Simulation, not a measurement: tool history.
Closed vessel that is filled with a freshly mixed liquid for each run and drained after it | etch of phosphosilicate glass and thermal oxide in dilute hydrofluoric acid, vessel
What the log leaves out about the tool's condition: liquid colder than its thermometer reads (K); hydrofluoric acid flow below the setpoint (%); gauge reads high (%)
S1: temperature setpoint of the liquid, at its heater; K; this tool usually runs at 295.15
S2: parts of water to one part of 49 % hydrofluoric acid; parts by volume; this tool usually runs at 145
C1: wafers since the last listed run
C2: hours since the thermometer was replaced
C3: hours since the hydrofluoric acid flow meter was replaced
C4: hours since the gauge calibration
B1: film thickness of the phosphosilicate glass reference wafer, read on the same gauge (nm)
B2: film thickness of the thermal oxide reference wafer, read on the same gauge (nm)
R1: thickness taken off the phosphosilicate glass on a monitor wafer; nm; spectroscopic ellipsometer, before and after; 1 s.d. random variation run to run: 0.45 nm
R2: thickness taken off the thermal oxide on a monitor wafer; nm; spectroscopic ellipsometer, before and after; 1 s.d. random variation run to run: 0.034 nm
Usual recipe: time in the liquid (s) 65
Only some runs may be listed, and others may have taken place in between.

Run 1, hour 0.0: usual settings; C1 0; C2 768.9; C3 2133.9; C4 913.6; B1 40.01; B2 70.007. Result: R1 44.46 nm, R2 1.832 nm.
At hour 20.6: gauge calibrated.
Run 2, hour 49.6: usual settings; C1 4689; C2 818.5; C3 2183.5; C4 29.0; B1 39.95; B2 70.002. Result: R1 43.96 nm, R2 1.884 nm.
Run 3, hour 139.4: usual settings; C1 8489; C2 908.3; C3 2273.3; C4 118.8; B1 40.01; B2 69.972. Result: R1 43.77 nm, R2 1.799 nm.
Run 4, hour 189.2: usual settings but S2 185 parts by volume; C1 4708; C2 958.1; C3 2323.1; C4 168.6; B1 40.01; B2 70.003. Result: R1 33.48 nm, R2 1.327 nm.
Run 5, hour 356.5: usual settings but S2 185 parts by volume; C1 15816; C2 1125.4; C3 2490.4; C4 335.9; B1 40.00; B2 69.978. Result: R1 32.39 nm, R2 1.328 nm.
At hour 390.1: hydrofluoric acid flow meter replaced.
Run 6, hour 427.3: usual settings but S2 185 parts by volume; C1 6599; C2 1196.2; C3 37.2; C4 406.7; B1 39.99; B2 69.967. Result: R1 32.75 nm, R2 1.339 nm.
Run 7, hour 491.6: usual settings; C1 6079; C2 1260.5; C3 101.5; C4 471.0; B1 40.01; B2 70.028. Result: R1 43.49 nm, R2 1.751 nm.
Run 8, hour 554.5: usual settings but S2 95 parts by volume; C1 5946; C2 1323.4; C3 164.4; C4 533.9; B1 39.97; B2 70.004. Result: R1 69.61 nm, R2 2.894 nm.
Run 9, hour 715.6: usual settings but S1 291.15 K, S2 195 parts by volume, time in the liquid (s) 50; C1 15230; C2 1484.5; C3 325.5; C4 695.0; B1 40.00; B2 69.998. Result: R1 19.54 nm, R2 0.821 nm.
Run 10, hour 761.9: usual settings but S1 299.15 K, S2 180 parts by volume; C1 4377; C2 1530.8; C3 371.8; C4 741.3; B1 39.95; B2 69.989. Result: R1 38.92 nm, R2 1.574 nm.
Run 11, hour 819.7: usual settings but S1 290.15 K, S2 75 parts by volume; C1 5464; C2 1588.6; C3 429.6; C4 799.1; B1 39.98; B2 69.999. Result: R1 69.87 nm, R2 2.965 nm.
At hour 855.8: thermometer replaced.
Run 12, hour 872.4: usual settings; C1 4887; C2 16.6; C3 482.3; C4 851.8; B1 40.01; B2 70.020. Result: R1 46.66 nm, R2 1.878 nm.
At hour 889.9: gauge calibrated.
Run 13, hour 939.3: usual settings but S1 296.65 K; C1 6324; C2 83.5; C3 549.2; C4 49.4; B1 39.98; B2 70.005. Result: R1 48.16 nm, R2 2.010 nm.
Run 14, hour 983.5: usual settings; C1 4178; C2 127.7; C3 593.4; C4 93.6; B1 40.01; B2 69.959. Result: R1 45.85 nm, R2 1.927 nm.
Run 15, hour 1039.7: usual settings; C1 5313; C2 183.9; C3 649.6; C4 149.8; B1 40.00; B2 69.986. Result: R1 46.80 nm, R2 1.897 nm.
Run 16, hour 1103.5: usual settings but S1 297.15 K, S2 80 parts by volume, time in the liquid (s) 105; C1 6031; C2 247.7; C3 713.4; C4 213.6; B1 40.01; B2 70.002. Result: R1 153.70 nm, R2 6.377 nm.
Run 17, hour 1132.3: usual settings but S2 190 parts by volume; C1 2722; C2 276.5; C3 742.2; C4 242.4; B1 40.06; B2 70.003. Result: R1 32.84 nm, R2 1.345 nm.

3 options for the next run, each taken on its own from the tool as it stands now. Forecast them:
Run A, hour 1133.0: usual settings but time in the liquid (s) 35; C1 66; C2 277.2; C3 742.9; C4 243.1; B1 ?; B2 ?. Result: R1 ?, R2 ?.
Run B, hour 1133.0: usual settings but S1 297.15 K, S2 195 parts by volume, time in the liquid (s) 95; C1 66; C2 277.2; C3 742.9; C4 243.1; B1 ?; B2 ?. Result: R1 ?, R2 ?.
Run C, hour 1133.0: usual settings but S2 125 parts by volume, time in the liquid (s) 105; C1 66; C2 277.2; C3 742.9; C4 243.1; B1 ?; B2 ?. Result: R1 ?, R2 ?.

run     B1      B2     R1     R2
  A  40.02  70.022  24.71  1.012
  B  40.02  70.022  51.02  2.089
  C  40.02  70.022  87.91  3.599
Had the tool no hidden state, the same runs would have come out as:
run     R1     R2
  A  25.19  1.031
  B  51.96  2.127
  C  89.64  3.670
